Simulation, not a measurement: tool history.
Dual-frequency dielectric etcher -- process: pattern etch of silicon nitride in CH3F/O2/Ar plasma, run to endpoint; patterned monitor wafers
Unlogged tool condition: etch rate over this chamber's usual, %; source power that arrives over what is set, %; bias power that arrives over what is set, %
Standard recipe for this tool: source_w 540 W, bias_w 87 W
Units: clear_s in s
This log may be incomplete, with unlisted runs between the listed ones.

run	hour	source_w	bias_w	wafers since the last listed run	hours since the last wet clean	hours since the last source power generator calibration	hours since the last bias power generator calibration	hours since the last upper electrode change	incoming incoming film thickness, nm	clear_s
1	0	430	87	0	104.2	1311.6	3450.3	2047.3	33.49	42
2	24.3	540	87	390	128.5	1335.9	3474.6	2071.6	33.47	39.8
3	56.4	540	87	516	160.6	1368	3506.7	2103.7	33.68	39.9
4	70.1	540	87	220	174.3	1381.7	3520.4	2117.4	33.55	39.8
5	86.2	540	87	259	190.4	1397.8	3536.5	2133.5	33.53	40
6	120.4	540	87	550	224.6	1432	3570.7	2167.7	33.42	39.3
7	135	540	87	234	239.2	1446.6	3585.3	2182.3	33.59	39.7
8	149.6	540	87	234	253.8	1461.2	3599.9	2196.9	33.43	39.3
9	253.2	570	87	1666	357.4	1564.8	3703.5	2300.5	33.79	38.6
# hour 277.4: upper electrode replaced
10	283.6	570	87	102	387.8	1595.2	3733.9	6.2	33.58	38.4
11	310.7	540	87	435	414.9	1622.3	3761	33.3	33.57	39.1
12	340.5	540	87	479	444.7	1652.1	3790.8	63.1	33.73	38.7
13	356.1	580	100	250	460.3	1667.7	3806.4	78.7	33.59	35.6
14	368.7	500	101	202	472.9	1680.3	3819	91.3	33.54	36.7
# hour 378.6: bias power generator calibrated
15	404.2	490	70	506	508.4	1715.8	25.6	126.8	33.86	44
16	480.9	440	75	1233	585.1	1792.5	102.3	203.5	33.35	43.2
# hour 485: source power generator calibrated
# hour 516.7: wet clean of the chamber
17	517.2	540	87	133	0.5	32.2	138.6	239.8	33.77	40.3
18	531.4	660	108	228	14.7	46.4	152.8	254	33.53	34.4
19	556.4	620	67	402	39.7	71.4	177.8	279	33.44	43.7
20	581.1	420	101	397	64.4	96.1	202.5	303.7	33.34	39.8
21	594.9	540	87	222	78.2	109.9	216.3	317.5	33.84	40.3
22	609.6	620	81	236	92.9	124.6	231	332.2	33.63	39.5
23	626.9	630	95	278	110.2	141.9	248.3	349.5	33.81	37.1
24	661.5	540	87	556	144.8	176.5	282.9	384.1	33.7	39.8

For each run, what was the tool's unlogged condition?
source power that arrives over what is set, %: 0 at every run
bias power that arrives over what is set, %: 0 at every run
H1: etch rate over this chamber's usual, %
run	H1
1	1.48
2	1.71
3	2.02
4	2.15
5	2.3
6	2.62
7	2.76
8	2.9
9	3.88
10	4.17
11	4.42
12	4.71
13	4.85
14	4.97
15	5.31
16	6.04
17	0.683
18	0.818
19	1.05
20	1.29
21	1.42
22	1.56
23	1.72
24	2.05

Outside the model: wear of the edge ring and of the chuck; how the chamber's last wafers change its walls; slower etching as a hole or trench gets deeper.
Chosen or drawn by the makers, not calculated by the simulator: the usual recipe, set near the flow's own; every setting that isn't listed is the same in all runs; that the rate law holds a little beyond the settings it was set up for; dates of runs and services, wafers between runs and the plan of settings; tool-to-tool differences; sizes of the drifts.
